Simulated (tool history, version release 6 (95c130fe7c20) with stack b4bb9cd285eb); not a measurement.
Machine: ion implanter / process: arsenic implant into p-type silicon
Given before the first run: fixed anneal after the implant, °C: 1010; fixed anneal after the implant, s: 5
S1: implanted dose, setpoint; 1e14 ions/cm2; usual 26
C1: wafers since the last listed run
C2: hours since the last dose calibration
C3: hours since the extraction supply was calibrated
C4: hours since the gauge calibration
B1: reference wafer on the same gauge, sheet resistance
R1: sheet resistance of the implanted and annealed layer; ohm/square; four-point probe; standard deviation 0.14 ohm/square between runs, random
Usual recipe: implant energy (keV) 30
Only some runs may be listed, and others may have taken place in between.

Run 1, hour 0: usual settings but S1 22.18 1e14 ions/cm2; C1 0; C2 878.4; C3 2525.2; C4 302.1; B1 95.12. Result: R1 96.2 ohm/square.
Run 2, hour 30.7: usual settings but S1 22.18 1e14 ions/cm2; C1 292; C2 909.1; C3 2555.9; C4 332.8; B1 95.07. Result: R1 96.52 ohm/square.
Run 3, hour 54.9: usual settings but S1 20.39 1e14 ions/cm2, implant energy (keV) 37; C1 230; C2 933.3; C3 2580.1; C4 357; B1 95.1. Result: R1 88.48 ohm/square.
Run 4, hour 67: usual settings but S1 20.39 1e14 ions/cm2, implant energy (keV) 37; C1 115; C2 945.4; C3 2592.2; C4 369.1; B1 95.11. Result: R1 88.29 ohm/square.
Run 5, hour 83.1: usual settings but S1 20.39 1e14 ions/cm2, implant energy (keV) 37; C1 153; C2 961.5; C3 2608.3; C4 385.2; B1 95.1. Result: R1 88.39 ohm/square.
Run 6, hour 108.4: usual settings but implant energy (keV) 32.5; C1 241; C2 986.8; C3 2633.6; C4 410.5; B1 95.09. Result: R1 90.37 ohm/square.
At hour 116.6: gauge calibrated.
Run 7, hour 123.7: usual settings but implant energy (keV) 32.5; C1 145; C2 1002.1; C3 2648.9; C4 7.1; B1 95.1. Result: R1 90.06 ohm/square.
Run 8, hour 154.6: usual settings but S1 21.23 1e14 ions/cm2; C1 294; C2 1033; C3 2679.8; C4 38; B1 95.11. Result: R1 96.92 ohm/square.
Run 9, hour 178.4: usual settings; C1 227; C2 1056.8; C3 2703.6; C4 61.8; B1 95.11. Result: R1 94.11 ohm/square.
Run 10, hour 205.8: usual settings; C1 261; C2 1084.2; C3 2731; C4 89.2; B1 95.11. Result: R1 93.9 ohm/square.
Run 11, hour 237.2: usual settings; C1 299; C2 1115.6; C3 2762.4; C4 120.6; B1 95.1. Result: R1 93.84 ohm/square.
Run 12, hour 270.3: usual settings; C1 315; C2 1148.7; C3 2795.5; C4 153.7; B1 95.08. Result: R1 93.77 ohm/square.
Run 13, hour 303.6: usual settings; C1 317; C2 1182; C3 2828.8; C4 187; B1 95.1. Result: R1 93.98 ohm/square.
Run 14, hour 334.3: usual settings; C1 292; C2 1212.7; C3 2859.5; C4 217.7; B1 95.09. Result: R1 93.67 ohm/square.
At hour 355.7: Faraday cup replaced and dose calibrated.
Run 15, hour 356.1: usual settings; C1 131; C2 0.4; C3 2881.3; C4 239.5; B1 95.11. Result: R1 93.79 ohm/square.
Run 16, hour 375.9: usual settings; C1 188; C2 20.2; C3 2901.1; C4 259.3; B1 95.09. Result: R1 93.8 ohm/square.
Run 17, hour 392.9: usual settings; C1 162; C2 37.2; C3 2918.1; C4 276.3; B1 95.09. Result: R1 93.94 ohm/square.
Run 18, hour 409.4: usual settings but S1 29.36 1e14 ions/cm2, implant energy (keV) 35.5; C1 157; C2 53.7; C3 2934.6; C4 292.8; B1 95.08. Result: R1 84.04 ohm/square.
At hour 439.4: extraction supply calibrated.
Run 19, hour 441: usual settings but S1 30.25 1e14 ions/cm2, implant energy (keV) 34.5; C1 225; C2 85.3; C3 1.6; C4 324.4; B1 95.09. Result: R1 86.4 ohm/square.
Run 20, hour 458: usual settings; C1 162; C2 102.3; C3 18.6; C4 341.4; B1 95.12. Result: R1 95.61 ohm/square.
Run 21, hour 485.3: usual settings but S1 19.9 1e14 ions/cm2, implant energy (keV) 36; C1 260; C2 129.6; C3 45.9; C4 368.7; B1 95.12. Result: R1 91.21 ohm/square.
Run 22, hour 519.8: usual settings but S1 18.57 1e14 ions/cm2, implant energy (keV) 36; C1 329; C2 164.1; C3 80.4; C4 403.2; B1 95.09. Result: R1 93 ohm/square.
Run 23, hour 539.6: usual settings; C1 188; C2 183.9; C3 100.2; C4 423; B1 95.12. Result: R1 95.56 ohm/square.
Run 24, hour 568.4: usual settings but S1 32.55 1e14 ions/cm2, implant energy (keV) 36.5; C1 274; C2 212.7; C3 129; C4 451.8; B1 95.08. Result: R1 83.39 ohm/square.
Run 25, hour 594.4: usual settings; C1 248; C2 238.7; C3 155; C4 477.8; B1 95.08. Result: R1 95.17 ohm/square.
Run 26, hour 618.1: usual settings but S1 21.39 1e14 ions/cm2, implant energy (keV) 33.5; C1 226; C2 262.4; C3 178.7; C4 501.5; B1 95.08. Result: R1 92.73 ohm/square.
Run 27, hour 630.5: usual settings; C1 118; C2 274.8; C3 191.1; C4 513.9; B1 95.09. Result: R1 95.43 ohm/square.
At hour 633.3: gauge calibrated.
Run 28, hour 645.2: usual settings but S1 19.62 1e14 ions/cm2; C1 140; C2 289.5; C3 205.8; C4 11.9; B1 95.11. Result: R1 99.93 ohm/square.
Run 29, hour 667.3: usual settings but S1 21.51 1e14 ions/cm2, implant energy (keV) 35.5; C1 210; C2 311.6; C3 227.9; C4 34; B1 95.12. Result: R1 90.16 ohm/square.
Run 30, hour 714.9: usual settings but S1 23.74 1e14 ions/cm2, implant energy (keV) 21; C1 454; C2 359.2; C3 275.5; C4 81.6; B1 95.11. Result: R1 116.61 ohm/square.
Run 31, hour 738.6: usual settings but implant energy (keV) 22.5; C1 226; C2 382.9; C3 299.2; C4 105.3; B1 95.1. Result: R1 111.61 ohm/square.
Run 32, hour 765: usual settings but S1 29.18 1e14 ions/cm2, implant energy (keV) 26; C1 251; C2 409.3; C3 325.6; C4 131.7; B1 95.13. Result: R1 101.9 ohm/square.
Run 33, hour 783.7: usual settings but S1 20.19 1e14 ions/cm2; C1 178; C2 428; C3 344.3; C4 150.4; B1 95.1. Result: R1 99.31 ohm/square.
Run 34, hour 832.5: usual settings; C1 465; C2 476.8; C3 393.1; C4 199.2; B1 95.08. Result: R1 95.54 ohm/square.

Across each entry between runs, compare the hidden state at the last listed run before it with the hidden state at the first listed run after it:
Runs 6 to 7: gauge calibrated (hour 116.6)
  deviation of the true energy from its setpoint, %: 3.02 -> 3.05
  measured minus no-state result, R1: -1.46 -> -1.47 ohm/square
Runs 14 to 15: Faraday cup replaced and dose calibrated (hour 355.7)
  deviation of the true energy from its setpoint, %: 3.5 -> 3.55
  measured minus no-state result, R1: -1.76 -> -1.78 ohm/square
Runs 18 to 19: extraction supply calibrated (hour 439.4)
  deviation of the true energy from its setpoint, %: 3.67 -> 0.249
  measured minus no-state result, R1: -1.69 -> -0.12 ohm/square
Runs 27 to 28: gauge calibrated (hour 633.3)
  deviation of the true energy from its setpoint, %: 0.264 -> 0.266
  measured minus no-state result, R1: -0.13 -> -0.14 ohm/square
